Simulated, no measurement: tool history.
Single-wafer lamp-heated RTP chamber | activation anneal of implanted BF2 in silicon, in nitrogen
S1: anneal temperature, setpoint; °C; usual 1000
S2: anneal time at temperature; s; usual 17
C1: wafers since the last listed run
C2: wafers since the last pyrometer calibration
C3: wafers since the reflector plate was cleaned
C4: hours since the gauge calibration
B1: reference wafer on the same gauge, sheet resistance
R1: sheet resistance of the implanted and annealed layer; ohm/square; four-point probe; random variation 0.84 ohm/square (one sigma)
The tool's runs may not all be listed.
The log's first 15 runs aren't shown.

| run | hour | S1 | S2 | C1 | C2 | C3 | C4 | B1 | R1 |
|---|---|---|---|---|---|---|---|---|---|
| 16 | 1027.3 | 987 | 10 | 849 | 6094 | 6674 | 2001.6 | 280.12 | 290.96 |
| 17 | 1113.6 | 1017 | 12 | 878 | 6972 | 7553 | 2087.9 | 280.16 | 227.68 |
|  | 1154.9 | pyrometer window cleaned and pyrometer calibrated |
|  | 1204.6 | reflector plate cleaned |
| 18 | 1330.6 | 1011 | 24 | 2046 | 1707 | 1283 | 2304.9 | 279.75 | 210.29 |
| 19 | 1392.7 | 1028 | 7 | 632 | 2339 | 1915 | 2367.0 | 279.82 | 234.54 |
| 20 | 1475.3 | 1016 | 17 | 840 | 3180 | 2756 | 2449.6 | 279.99 | 218.45 |
|  | 1507.6 | gauge calibrated |
| 21 | 1551.2 | 1000 | 17 | 772 | 3953 | 3529 | 43.6 | 279.83 | 243.71 |
| 22 | 1616.8 | 1000 | 24 | 667 | 4621 | 4196 | 109.2 | 280.16 | 227.61 |
| 23 | 1698.2 | 1000 | 13 | 828 | 5449 | 5025 | 190.6 | 279.98 | 256.59 |
| 24 | 1773.7 | 1000 | 17 | 768 | 6218 | 5794 | 266.1 | 279.86 | 242.45 |
| 25 | 1839.7 | 1000 | 17 | 671 | 6890 | 6466 | 332.1 | 280.02 | 240.64 |
|  | 1904.1 | pyrometer window cleaned and pyrometer calibrated |
| 26 | 1947.7 | 971 | 8 | 1018 | 444 | 7484 | 440.1 | 280.06 | 331.01 |
|  | 2015.5 | reflector plate cleaned |
| 27 | 2030.9 | 1000 | 14 | 765 | 1209 | 156 | 523.3 | 279.90 | 256.71 |
| 28 | 2131.1 | 1000 | 8 | 1020 | 2230 | 1177 | 623.5 | 279.92 | 280.16 |
| 29 | 2172.1 | 970 | 21 | 417 | 2647 | 1594 | 664.5 | 279.83 | 306.54 |
| 30 | 2260.0 | 1014 | 8 | 894 | 3542 | 2489 | 752.4 | 280.08 | 253.69 |
| 31 | 2350.5 | 1000 | 17 | 921 | 4463 | 3410 | 842.9 | 279.52 | 247.18 |
| 32 | 2433.3 | 1009 | 17 | 842 | 5306 | 4253 | 925.7 | 279.62 | 228.41 |
| 33 | 2490.5 | 1000 | 17 | 582 | 5889 | 4836 | 982.9 | 279.97 | 245.43 |

Forecast run 34:
|  | 2546.6 | pyrometer window cleaned and pyrometer calibrated |
| 34 | 2580.0 | 1011 | 10 | 829 | 339 | 5665 | 1072.4 | ? | ? |

{"run 34": {"B1": 279.88, "R1": 248.29}}
Without the tool's hidden state the same run would have given R1 253.26 ohm/square.
